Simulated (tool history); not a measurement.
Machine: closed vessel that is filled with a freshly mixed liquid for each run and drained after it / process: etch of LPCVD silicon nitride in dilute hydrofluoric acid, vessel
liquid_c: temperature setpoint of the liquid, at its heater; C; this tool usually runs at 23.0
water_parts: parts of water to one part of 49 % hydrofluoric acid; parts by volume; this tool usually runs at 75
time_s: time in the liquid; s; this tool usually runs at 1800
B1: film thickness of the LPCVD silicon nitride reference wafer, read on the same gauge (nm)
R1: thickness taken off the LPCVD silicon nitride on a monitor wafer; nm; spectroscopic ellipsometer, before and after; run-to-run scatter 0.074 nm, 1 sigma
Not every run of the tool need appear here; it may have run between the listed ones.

{"run": 1, "day": 0.0, "liquid_c": 23.0, "water_parts": 75, "time_s": 1540, "B1": 150.0, "R1": 11.09}
{"run": 2, "day": 0.771, "liquid_c": 23.0, "water_parts": 75, "time_s": 1800, "B1": 150.02, "R1": 13.11}
{"run": 3, "day": 2.129, "liquid_c": 23.0, "water_parts": 75, "time_s": 1800, "B1": 150.0, "R1": 13.09}
{"run": 4, "day": 3.025, "liquid_c": 23.0, "water_parts": 75, "time_s": 1800, "B1": 150.01, "R1": 13.23}
{"run": 5, "day": 3.85, "liquid_c": 23.0, "water_parts": 75, "time_s": 1800, "B1": 150.01, "R1": 13.08}
{"run": 6, "day": 4.65, "liquid_c": 20.5, "water_parts": 75, "time_s": 1800, "B1": 150.04, "R1": 11.11}
{"run": 7, "day": 5.342, "liquid_c": 20.0, "water_parts": 75, "time_s": 2400, "B1": 149.99, "R1": 14.25}
{"run": 8, "day": 6.75, "liquid_c": 23.0, "water_parts": 75, "time_s": 1800, "B1": 150.0, "R1": 13.18}
{"run": 9, "day": 7.975, "liquid_c": 23.0, "water_parts": 75, "time_s": 1800, "B1": 150.01, "R1": 13.2}
{"run": 10, "day": 9.317, "liquid_c": 23.0, "water_parts": 55, "time_s": 1800, "B1": 149.99, "R1": 18.0}
{"day": 9.55, "done": "thermometer replaced"}
{"run": 11, "day": 10.188, "liquid_c": 23.0, "water_parts": 55, "time_s": 1800, "B1": 150.03, "R1": 17.82}
{"run": 12, "day": 11.388, "liquid_c": 23.0, "water_parts": 55, "time_s": 1800, "B1": 150.01, "R1": 17.75}
{"run": 13, "day": 12.612, "liquid_c": 23.0, "water_parts": 60, "time_s": 1800, "B1": 149.99, "R1": 16.38}
{"run": 14, "day": 13.729, "liquid_c": 23.0, "water_parts": 110, "time_s": 860, "B1": 150.01, "R1": 4.31}
{"day": 14.129, "done": "hydrofluoric acid flow meter replaced"}
{"run": 15, "day": 14.342, "liquid_c": 27.5, "water_parts": 95, "time_s": 2645, "B1": 150.01, "R1": 19.77}
{"run": 16, "day": 15.692, "liquid_c": 25.5, "water_parts": 55, "time_s": 2465, "B1": 150.0, "R1": 27.83}
{"run": 17, "day": 16.854, "liquid_c": 23.0, "water_parts": 75, "time_s": 1800, "B1": 149.98, "R1": 12.56}
{"run": 18, "day": 18.033, "liquid_c": 21.5, "water_parts": 55, "time_s": 2845, "B1": 150.0, "R1": 24.33}
{"run": 19, "day": 19.329, "liquid_c": 18.0, "water_parts": 75, "time_s": 1800, "B1": 150.0, "R1": 8.94}
{"day": 19.521, "done": "gauge calibrated"}
{"run": 20, "day": 20.508, "liquid_c": 25.0, "water_parts": 45, "time_s": 2250, "B1": 150.01, "R1": 30.04}
{"run": 21, "day": 21.138, "liquid_c": 25.5, "water_parts": 110, "time_s": 2705, "B1": 149.99, "R1": 15.53}
{"run": 22, "day": 22.092, "liquid_c": 20.0, "water_parts": 55, "time_s": 1225, "B1": 150.0, "R1": 9.53}
{"run": 23, "day": 23.062, "liquid_c": 23.0, "water_parts": 75, "time_s": 2575, "B1": 149.99, "R1": 17.99}
{"run": 24, "day": 23.833, "liquid_c": 23.0, "water_parts": 110, "time_s": 860, "B1": 150.0, "R1": 4.1}
{"run": 25, "day": 27.462, "liquid_c": 23.0, "water_parts": 60, "time_s": 1450, "B1": 150.0, "R1": 12.73}
{"run": 26, "day": 28.296, "liquid_c": 20.0, "water_parts": 55, "time_s": 1225, "B1": 150.0, "R1": 9.6}
{"run": 27, "day": 29.233, "liquid_c": 23.0, "water_parts": 105, "time_s": 1800, "B1": 149.99, "R1": 9.03}
{"run": 28, "day": 30.404, "liquid_c": 23.0, "water_parts": 75, "time_s": 1175, "B1": 149.99, "R1": 8.2}
{"run": 29, "day": 30.996, "liquid_c": 23.0, "water_parts": 110, "time_s": 1800, "B1": 150.0, "R1": 8.7}
{"run": 30, "day": 31.942, "liquid_c": 23.0, "water_parts": 75, "time_s": 2420, "B1": 150.01, "R1": 17.02}
{"run": 31, "day": 34.383, "liquid_c": 23.0, "water_parts": 75, "time_s": 1800, "B1": 149.99, "R1": 12.69}
{"run": 32, "day": 35.338, "liquid_c": 23.0, "water_parts": 105, "time_s": 1800, "B1": 150.0, "R1": 9.19}

Predict each of these 4 candidate next runs independently; none follows another, all start after run 32:
{"run": "A", "day": 35.383, "liquid_c": 23.0, "water_parts": 75, "time_s": 1800, "B1": "?", "R1": "?"}
{"run": "B", "day": 35.383, "liquid_c": 23.0, "water_parts": 75, "time_s": 2205, "B1": "?", "R1": "?"}
{"run": "C", "day": 35.383, "liquid_c": 23.0, "water_parts": 55, "time_s": 1505, "B1": "?", "R1": "?"}
{"run": "D", "day": 35.383, "liquid_c": 23.0, "water_parts": 90, "time_s": 1800, "B1": "?", "R1": "?"}

run=A B1=150.01 R1=12.68
run=B B1=150.01 R1=15.53
run=C B1=150.01 R1=14.37
run=D B1=150.01 R1=10.60
With no hidden state in the tool, these same runs would have given:
run=A R1=12.43
run=B R1=15.23
run=C R1=14.09
run=D R1=10.39
